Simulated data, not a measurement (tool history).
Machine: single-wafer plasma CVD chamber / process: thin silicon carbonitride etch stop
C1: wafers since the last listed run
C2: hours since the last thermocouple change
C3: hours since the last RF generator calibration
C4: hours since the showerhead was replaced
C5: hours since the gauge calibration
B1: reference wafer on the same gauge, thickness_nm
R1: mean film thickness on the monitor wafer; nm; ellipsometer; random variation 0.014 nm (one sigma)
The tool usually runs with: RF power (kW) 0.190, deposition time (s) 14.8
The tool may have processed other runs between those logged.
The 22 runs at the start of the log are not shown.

run 23 hour=249.0 | RF_power_(kW)=0.215 deposition_time_(s)=17.4 | C1=264 C2=1950.3 C3=1466.0 C4=45.9 C5=67.7 | B1=7.165 | R1=10.266
-- hour=281.4 RF generator calibrated
run 24 hour=300.9 | RF_power_(kW)=0.190 deposition_time_(s)=14.8 | C1=1470 C2=2002.2 C3=19.5 C4=97.8 C5=119.6 | B1=7.163 | R1=8.591
run 25 hour=313.2 | RF_power_(kW)=0.160 deposition_time_(s)=17.2 | C1=412 C2=2014.5 C3=31.8 C4=110.1 C5=131.9 | B1=7.159 | R1=9.425
run 26 hour=345.2 | RF_power_(kW)=0.205 deposition_time_(s)=17.2 | C1=1071 C2=2046.5 C3=63.8 C4=142.1 C5=163.9 | B1=7.163 | R1=10.201
-- hour=356.9 thermocouple changed; heater temperature recalibrated
run 27 hour=361.4 | RF_power_(kW)=0.190 deposition_time_(s)=14.8 | C1=274 C2=4.5 C3=80.0 C4=158.3 C5=180.1 | B1=7.162 | R1=8.566
run 28 hour=379.0 | RF_power_(kW)=0.205 deposition_time_(s)=13.9 | C1=589 C2=22.1 C3=97.6 C4=175.9 C5=197.7 | B1=7.163 | R1=8.226
run 29 hour=385.7 | RF_power_(kW)=0.160 deposition_time_(s)=12.4 | C1=224 C2=28.8 C3=104.3 C4=182.6 C5=204.4 | B1=7.160 | R1=6.802
run 30 hour=394.7 | RF_power_(kW)=0.205 deposition_time_(s)=13.9 | C1=301 C2=37.8 C3=113.3 C4=191.6 C5=213.4 | B1=7.160 | R1=8.248
run 31 hour=402.3 | RF_power_(kW)=0.190 deposition_time_(s)=14.8 | C1=254 C2=45.4 C3=120.9 C4=199.2 C5=221.0 | B1=7.163 | R1=8.600
run 32 hour=417.9 | RF_power_(kW)=0.190 deposition_time_(s)=14.8 | C1=522 C2=61.0 C3=136.5 C4=214.8 C5=236.6 | B1=7.160 | R1=8.585
run 33 hour=424.4 | RF_power_(kW)=0.180 deposition_time_(s)=11.9 | C1=217 C2=67.5 C3=143.0 C4=221.3 C5=243.1 | B1=7.161 | R1=6.762
run 34 hour=435.0 | RF_power_(kW)=0.175 deposition_time_(s)=12.0 | C1=355 C2=78.1 C3=153.6 C4=231.9 C5=253.7 | B1=7.158 | R1=6.774
run 35 hour=444.4 | RF_power_(kW)=0.155 deposition_time_(s)=12.6 | C1=314 C2=87.5 C3=163.0 C4=241.3 C5=263.1 | B1=7.157 | R1=6.839
run 36 hour=461.5 | RF_power_(kW)=0.190 deposition_time_(s)=14.8 | C1=572 C2=104.6 C3=180.1 C4=258.4 C5=280.2 | B1=7.160 | R1=8.587
run 37 hour=473.3 | RF_power_(kW)=0.190 deposition_time_(s)=14.8 | C1=395 C2=116.4 C3=191.9 C4=270.2 C5=292.0 | B1=7.161 | R1=8.565

Each row is a separate what-if for the run after 37, all from the same tool condition, not one after another. Results?
run A hour=473.7 | RF_power_(kW)=0.190 deposition_time_(s)=16.4 | C1=13 C2=116.8 C3=192.3 C4=270.6 C5=292.4 | B1=? | R1=?
run B hour=473.7 | RF_power_(kW)=0.175 deposition_time_(s)=16.5 | C1=13 C2=116.8 C3=192.3 C4=270.6 C5=292.4 | B1=? | R1=?
run C hour=473.7 | RF_power_(kW)=0.190 deposition_time_(s)=16.3 | C1=13 C2=116.8 C3=192.3 C4=270.6 C5=292.4 | B1=? | R1=?

run=A B1=7.159 R1=9.505
run=B B1=7.159 R1=9.319
run=C B1=7.159 R1=9.447
Take away the tool's hidden state, keep each run's random variation, and the runs would have read:
run=A R1=9.531
run=B R1=9.344
run=C R1=9.473
